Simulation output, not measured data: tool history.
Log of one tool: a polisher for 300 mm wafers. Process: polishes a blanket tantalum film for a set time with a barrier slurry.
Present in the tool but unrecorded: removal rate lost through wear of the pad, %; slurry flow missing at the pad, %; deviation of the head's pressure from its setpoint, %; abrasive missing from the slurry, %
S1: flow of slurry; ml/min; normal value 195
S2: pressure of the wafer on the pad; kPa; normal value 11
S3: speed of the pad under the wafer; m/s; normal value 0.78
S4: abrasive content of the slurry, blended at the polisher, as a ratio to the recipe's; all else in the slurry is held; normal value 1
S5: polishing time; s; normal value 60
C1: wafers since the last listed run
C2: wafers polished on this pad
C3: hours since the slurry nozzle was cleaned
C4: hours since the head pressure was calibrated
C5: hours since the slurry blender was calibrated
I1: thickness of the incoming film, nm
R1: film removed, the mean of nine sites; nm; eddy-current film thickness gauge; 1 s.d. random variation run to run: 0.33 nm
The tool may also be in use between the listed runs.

Run 1, hour 0: usual settings but S1 175 ml/min; C1 0; C2 1538; C3 157.7; C4 910; C5 206.8; I1 325. Result: R1 48.3 nm.
At hour 24.3: head pressure recalibrated.
Run 2, hour 50.4: usual settings; C1 378; C2 1917; C3 208.1; C4 26.1; C5 257.2; I1 328.1. Result: R1 48.9 nm.
Run 3, hour 102.9: usual settings; C1 410; C2 2327; C3 260.6; C4 78.6; C5 309.7; I1 332. Result: R1 49.3 nm.
Run 4, hour 142.5: usual settings; C1 309; C2 2636; C3 300.2; C4 118.2; C5 349.3; I1 331.1. Result: R1 48.6 nm.
Run 5, hour 185.5: usual settings; C1 336; C2 2972; C3 343.2; C4 161.2; C5 392.3; I1 326. Result: R1 48.7 nm.
Run 6, hour 253.9: usual settings; C1 534; C2 3507; C3 411.6; C4 229.6; C5 460.7; I1 332.8. Result: R1 48.4 nm.
At hour 438.9: worn pad replaced by a new one.
Run 7, hour 439.4: usual settings; C1 1418; C2 4; C3 597.1; C4 415.1; C5 646.2; I1 329.2. Result: R1 48 nm.
At hour 535.8: slurry nozzle cleaned, repeated, since the last time left the tool worse.
At hour 537.6: slurry blender recalibrated.
Run 8, hour 672: usual settings but S2 6.9 kPa, S3 0.92 m/s; C1 1795; C2 1799; C3 136.2; C4 647.7; C5 134.4; I1 330.8. Result: R1 47.5 nm.
Run 9, hour 733.9: usual settings but S2 12.4 kPa, S4 1.25; C1 483; C2 2283; C3 198.1; C4 709.6; C5 196.3; I1 333.7. Result: R1 57 nm.
Run 10, hour 827.9: usual settings; C1 734; C2 3017; C3 292.1; C4 803.6; C5 290.3; I1 328.1. Result: R1 51.1 nm.
At hour 851.8: head pressure recalibrated.
Run 11, hour 908.8: usual settings but S1 250 ml/min, S2 14.5 kPa, S4 0.85; C1 616; C2 3634; C3 373; C4 57; C5 371.2; I1 327.9. Result: R1 60.8 nm.
Run 12, hour 982.9: usual settings but S1 150 ml/min, S5 52 s; C1 579; C2 4213; C3 447.1; C4 131.1; C5 445.3; I1 326.2. Result: R1 42.6 nm.
Run 13, hour 1020.8: usual settings but S2 13.8 kPa, S3 1 m/s, S5 77 s; C1 296; C2 4509; C3 485; C4 169; C5 483.2; I1 328.8. Result: R1 96.1 nm.
Run 14, hour 1094.8: usual settings but S5 41 s; C1 578; C2 5087; C3 559; C4 243; C5 557.2; I1 328.8. Result: R1 35 nm.
At hour 1138.4: worn pad replaced by a new one.
Run 15, hour 1169.4: usual settings; C1 551; C2 241; C3 633.6; C4 317.6; C5 631.8; I1 323.8. Result: R1 50.4 nm.
At hour 1187.4: slurry blender recalibrated.
Run 16, hour 1429.5: usual settings but S1 220 ml/min; C1 2016; C2 2258; C3 893.7; C4 577.7; C5 242.1; I1 328.2. Result: R1 50.8 nm.
At hour 1473.1: slurry nozzle cleaned.
Run 17, hour 1617.7: usual settings but S1 165 ml/min, S2 13.8 kPa, S5 41 s; C1 1462; C2 3721; C3 144.6; C4 765.9; C5 430.3; I1 330.8. Result: R1 39.8 nm.
Run 18, hour 1658.5: usual settings; C1 318; C2 4040; C3 185.4; C4 806.7; C5 471.1; I1 334.9. Result: R1 51.4 nm.
At hour 1683.2: head pressure recalibrated.
Run 19, hour 1726.2: usual settings but S1 265 ml/min, S2 13.8 kPa, S3 0.64 m/s, S4 1.1; C1 513; C2 4553; C3 253.1; C4 43; C5 538.8; I1 327.8. Result: R1 50.9 nm.
At hour 1780.9: worn pad replaced by a new one.
Run 20, hour 1807.9: usual settings but S1 240 ml/min, S3 0.56 m/s, S5 54 s; C1 607; C2 210; C3 334.8; C4 124.7; C5 620.5; I1 328.9. Result: R1 33.8 nm.
Run 21, hour 1855.5: usual settings but S1 235 ml/min, S2 9.7 kPa, S3 0.9 m/s, S4 1.1; C1 371; C2 582; C3 382.4; C4 172.3; C5 668.1; I1 326.9. Result: R1 56.9 nm.
Run 22, hour 1936.9: usual settings but S4 0.8; C1 636; C2 1218; C3 463.8; C4 253.7; C5 749.5; I1 335.2. Result: R1 49.4 nm.
Run 23, hour 2012.5: usual settings but S2 15.2 kPa, S5 72 s; C1 590; C2 1809; C3 539.4; C4 329.3; C5 825.1; I1 331.7. Result: R1 74.9 nm.
At hour 2034.5: slurry blender recalibrated.
Run 24, hour 2067.7: usual settings; C1 415; C2 2225; C3 594.6; C4 384.5; C5 33.2; I1 327.1. Result: R1 51.4 nm.
Run 25, hour 2149.3: usual settings; C1 637; C2 2862; C3 676.2; C4 466.1; C5 114.8; I1 327.1. Result: R1 51.2 nm.
Run 26, hour 2213.7: usual settings but S1 170 ml/min, S2 13.1 kPa; C1 503; C2 3366; C3 740.6; C4 530.5; C5 179.2; I1 331.1. Result: R1 55.2 nm.
At hour 2256.3: slurry nozzle cleaned.
Run 27, hour 2301.8: usual settings but S1 140 ml/min; C1 680; C2 4046; C3 45.5; C4 618.6; C5 267.3; I1 332.5. Result: R1 49.5 nm.
Run 28, hour 2397.4: usual settings; C1 747; C2 4793; C3 141.1; C4 714.2; C5 362.9; I1 323.6. Result: R1 51.8 nm.
Run 29, hour 2476.2: usual settings but S3 0.62 m/s, S5 50 s; C1 615; C2 5409; C3 219.9; C4 793; C5 441.7; I1 334.4. Result: R1 34.1 nm.

The next listed run, before its measurement:
Run 30, hour 2553.3: usual settings but S1 230 ml/min, S3 0.5 m/s, S5 66 s; C1 602; C2 6012; C3 297; C4 870.1; C5 518.8; I1 327.1. Result: R1 ?.

Run 30 came out at R1 37.1 nm.
Without the tool's hidden state the same run would have given R1 37.2 nm.
